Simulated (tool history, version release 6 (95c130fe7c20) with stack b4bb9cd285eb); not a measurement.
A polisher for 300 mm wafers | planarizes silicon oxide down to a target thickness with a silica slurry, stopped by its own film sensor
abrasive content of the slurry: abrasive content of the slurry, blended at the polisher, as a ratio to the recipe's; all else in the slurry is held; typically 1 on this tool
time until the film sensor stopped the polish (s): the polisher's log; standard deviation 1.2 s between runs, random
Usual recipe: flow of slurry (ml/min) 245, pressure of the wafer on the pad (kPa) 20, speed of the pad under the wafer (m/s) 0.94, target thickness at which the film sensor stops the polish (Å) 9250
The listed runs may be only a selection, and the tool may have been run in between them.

run,hour,flow of slurry (ml/min),pressure of the wafer on the pad (kPa),speed of the pad under the wafer (m/s),abrasive content of the slurry,target thickness at which the film sensor stops the polish (Å),wafers since the last listed run,wafers polished on this pad,hours since the slurry nozzle was cleaned,hours since the head pressure was calibrated,hours since the slurry blender was calibrated,hours since the conditioning disc was replaced,"incoming thickness of the incoming film, nm",time until the film sensor stopped the polish (s)
1,0,245,20,0.94,0.9,9250,0,1776,59.7,101.3,253.9,171,1042.2,76.1
2,26.1,245,20,0.94,0.9,9250,174,1951,85.8,127.4,280,197.1,1055.1,86.4
3,79.7,245,20,0.94,1,9250,359,2310,139.4,181,333.6,250.7,1050,80.6
# hour 86.8: worn pad replaced by a new one
# hour 98.7: slurry blender recalibrated
4,128.6,245,20,0.94,1,9250,287,267,188.3,229.9,29.9,299.6,1058.6,73
5,169.6,245,20,0.94,1,9250,274,541,229.3,270.9,70.9,340.6,1041,65.5
# hour 205.5: conditioning disc replaced and pad reconditioned
6,214.1,245,20,0.94,1,9250,284,826,273.8,315.4,115.4,8.6,1049.9,72.1
7,255,245,20,0.94,1,9250,274,1100,314.7,356.3,156.3,49.5,1073.6,88.4
# hour 300.2: slurry nozzle cleaned
8,320.6,275,20,0.94,1,9250,432,1533,20.4,421.9,221.9,115.1,1052.2,77.1
9,353,245,17.9,0.84,1,9250,217,1750,52.8,454.3,254.3,147.5,1047,91.1
10,409.9,175,20,1.22,0.8,9100,381,2132,109.7,511.2,311.2,204.4,1039.9,81.1
# hour 421.4: slurry blender recalibrated
# hour 455.9: worn pad replaced by a new one
11,458.1,200,15.2,0.94,1,8890,282,14,157.9,559.4,36.7,252.6,1030.6,104.1
12,510.6,245,20,0.94,0.9,9250,351,366,210.4,611.9,89.2,305.1,1036.6,66.3
# hour 549.2: conditioning disc replaced and pad reconditioned
# hour 571.3: head pressure recalibrated
13,574.8,245,20,0.94,1,9250,403,770,274.6,3.5,153.4,25.6,1042.7,69.8
14,607.9,245,20,0.74,1,9360,221,992,307.7,36.6,186.5,58.7,1042.5,75.7
15,663.4,245,20,0.94,1,9250,371,1364,363.2,92.1,242,114.2,1071.7,88.8
# hour 678.2: slurry nozzle cleaned
16,693.6,210,20,0.94,1,9250,195,1559,15.4,122.3,272.2,144.4,1051.8,79.4
17,740.1,245,20,0.94,1,9250,311,1871,61.9,168.8,318.7,190.9,1053.7,80.4
# hour 793.1: slurry blender recalibrated
18,805.2,245,14.5,1.02,1.25,9510,422,2294,127,233.9,12.1,256,1053.2,67.1
# hour 809.7: worn pad replaced by a new one
# hour 863.7: conditioning disc replaced and pad reconditioned
19,872.4,310,17.9,0.94,1,9250,410,406,194.2,301.1,79.3,8.7,1053.6,79.9
20,940.5,205,22.8,1.1,1.2,9250,456,863,262.3,369.2,147.4,76.8,1053,53.7
21,990.6,245,15.2,0.94,1,9250,335,1198,312.4,419.3,197.5,126.9,1049,101.1
22,1017.1,245,20,0.94,0.85,9250,177,1376,338.9,445.8,224,153.4,1052.2,86.1
# hour 1050.4: slurry nozzle cleaned
23,1052.7,245,16.5,0.94,1.2,9250,231,1608,2.3,481.4,259.6,189,1026.2,71.6
# hour 1091.3: slurry blender recalibrated
24,1091.8,205,20,0.84,1,9090,248,1857,41.4,520.5,0.5,228.1,1059.9,88.8
# hour 1148: worn pad replaced by a new one
25,1155.7,205,15.9,0.66,1,9470,401,51,105.3,584.4,64.4,292,1065,108.6
# hour 1190.8: head pressure recalibrated
26,1204.1,245,20,0.94,1,9110,310,362,153.7,13.3,112.8,340.4,1041.2,72.3

Run-by-run hidden state of the tool:
removal rate lost through wear of the pad, %: 0, the same for each run
slurry flow missing at the pad, %: 0, the same for each run
deviation of the head's pressure from its setpoint, %: 0, the same for each run
time polished since the conditioner stopped cutting, s: 0, the same for each run
H1: abrasive missing from the slurry, %
run,H1
1,24.9
2,27.3
3,32.1
4,4.16
5,7.82
6,11.8
7,15.5
8,21.3
9,24.2
10,29.3
11,3.88
12,8.57
13,14.3
14,17.3
15,22.2
16,24.9
17,29.1
18,7.63
19,13.6
20,19.7
21,24.2
22,26.6
23,29.7
24,1.93
25,7.64
26,12

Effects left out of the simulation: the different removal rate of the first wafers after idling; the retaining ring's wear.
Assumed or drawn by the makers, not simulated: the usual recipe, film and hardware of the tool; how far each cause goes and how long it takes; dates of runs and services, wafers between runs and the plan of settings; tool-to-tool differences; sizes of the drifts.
